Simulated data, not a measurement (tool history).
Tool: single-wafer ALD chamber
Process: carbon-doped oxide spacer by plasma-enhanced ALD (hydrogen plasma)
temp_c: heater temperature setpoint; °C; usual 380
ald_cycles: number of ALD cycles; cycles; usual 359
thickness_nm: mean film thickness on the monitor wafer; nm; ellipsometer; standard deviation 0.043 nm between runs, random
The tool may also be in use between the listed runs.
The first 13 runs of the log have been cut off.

run,hour,temp_c,ald_cycles,wafers since the last listed run,hours since the last thermocouple change,hours since the gauge calibration,"read-back reference wafer on the same gauge, thickness_nm",thickness_nm
14,373.7,380,359,24,2163.6,373.9,15.493,17.21
15,401.9,380,359,29,2191.8,402.1,15.504,17.151
16,433.8,380,393,33,2223.7,434,15.511,18.921
17,462.2,380,393,30,2252.1,462.4,15.507,18.782
18,491.9,380,359,31,2281.8,492.1,15.493,17.256
19,521.9,380,359,31,2311.8,522.1,15.49,17.265
20,546.1,380,359,25,2336,546.3,15.502,17.291
21,565.8,380,359,20,2355.7,566,15.496,17.215

Expected results for the next run?
22,583.9,376,300,19,2373.8,584.1,?,?

{"run 22": {"read-back reference wafer on the same gauge, thickness_nm": 15.501, "thickness_nm": 14.383}}
Were there no unlogged condition in the tool, this run, its random variation unchanged, would have produced thickness_nm 14.383 nm.
